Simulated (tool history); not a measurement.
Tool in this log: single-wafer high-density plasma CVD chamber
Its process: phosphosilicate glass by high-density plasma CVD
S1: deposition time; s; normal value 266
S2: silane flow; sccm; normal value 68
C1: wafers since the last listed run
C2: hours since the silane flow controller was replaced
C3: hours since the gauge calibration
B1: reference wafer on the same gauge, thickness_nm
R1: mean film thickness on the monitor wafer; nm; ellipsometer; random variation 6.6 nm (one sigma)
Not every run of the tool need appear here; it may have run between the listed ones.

run    hour   S1  S2    C1      C2      C3        B1        R1
  1       0  288  68     0  1612.7  1224.7  2009.511  2128.972
  2   217.7  288  68  1562  1830.4  1442.4  2009.065  2120.966
  3   274.7  266  74   409  1887.4  1499.4   2008.78  2120.722
  4   350.7  239  68   545  1963.4  1575.4  2010.134  1763.427
  5     399  239  68   346  2011.7  1623.7  2010.324  1770.012
  6   459.3  239  68   432    2072    1684  2009.814  1769.126
  7   506.8  266  68   341  2119.5  1731.5  2009.996  1969.155
  8   606.7  266  59   717  2219.4  1831.4  2008.095  1749.412
  9   646.5  266  59   285  2259.2  1871.2  2010.088  1741.809
 10     714  266  59   484  2326.7  1938.7  2012.599  1742.451
 11   800.9  266  68   623  2413.6  2025.6  2011.342   1965.94
 12    1047  266  68  1766  2659.7  2271.7  2010.103  1972.659
     1348.1  -- silane flow controller replaced
 13  1357.7  266  68  2173     9.6  2582.4  2011.186  1936.018
 14  1405.9  266  68   346    57.8  2630.6   2009.63  1924.348
 15  1503.6  266  68   701   155.5  2728.3  2010.238  1932.863
 16  1605.2  266  68   729   257.1  2829.9  2008.499  1942.369
 17  1686.5  266  68   583   338.4  2911.2  2013.073  1934.418
 18  1730.3  286  60   314   382.2    2955  2009.665  1870.338
 19    1815  286  60   608   466.9  3039.7  2009.898  1885.516
 20  1888.5  286  60   527   540.4  3113.2  2009.686  1868.084
 21  1979.8  266  68   655   631.7  3204.5  2009.051  1959.269
 22    2019  266  68   281   670.9  3243.7  2010.002  1965.672
 23  2084.8  266  72   472   736.7  3309.5  2009.622  2036.272
 24  2188.2  266  57   742   840.1  3412.9  2010.148   1675.91
 25  2257.3  241  64   496   909.2    3482  2009.651  1685.022
     2300.1  -- gauge calibrated
 26  2338.5  266  68   582   990.4    38.4  2009.908    1948.6
 27  2397.2  241  59   421  1049.1    97.1  2011.518  1567.627
 28  2473.4  266  68   547  1125.3   173.3   2008.82   1959.56
 29  2545.4  266  68   516  1197.3   245.3  2009.672  1960.968
 30  2832.9  266  68  2064  1484.8   532.8  2009.284   1964.31
 31    3147  287  57  2255  1798.9   846.9  2009.724  1826.079
 32  3248.2  266  81   726  1900.1   948.1  2008.946   2282.82
 33  3339.1  233  63   652    1991    1039  2012.291  1619.525
 34  3385.1  235  61   330    2037    1085  2011.236  1581.125
 35  3464.9  266  68   572  2116.8  1164.8  2010.304  1971.389
 36  3517.5  233  63   377  2169.4  1217.4  2010.359  1617.315
 37  3582.9  240  57   469  2234.8  1282.8  2010.755  1532.893
 38  3656.3  266  68   526  2308.2  1356.2  2010.932  1972.717
 39  3742.8  284  60   621  2394.7  1442.7  2012.121  1905.384
 40  3839.8  286  81   696  2491.7  1539.7  2007.833  2475.296
 41  3883.7  247  60   315  2535.6  1583.6  2011.922  1652.843
 42    3985  266  68   727  2636.9  1684.9  2010.588  1969.154
 43  4026.2  281  75   295  2678.1  1726.1  2010.721  2274.653
 44  4072.7  246  75   333  2724.6  1772.6  2010.914  1984.933

Forecast run 45:
 45  4126.6  219  80  386  2778.5  1826.5   ?   ?

Logged for run 45: B1 2008.595, R1 1888.375 nm.
The same run, on a tool lacking any hidden state, would have yielded R1 1840.264 nm.
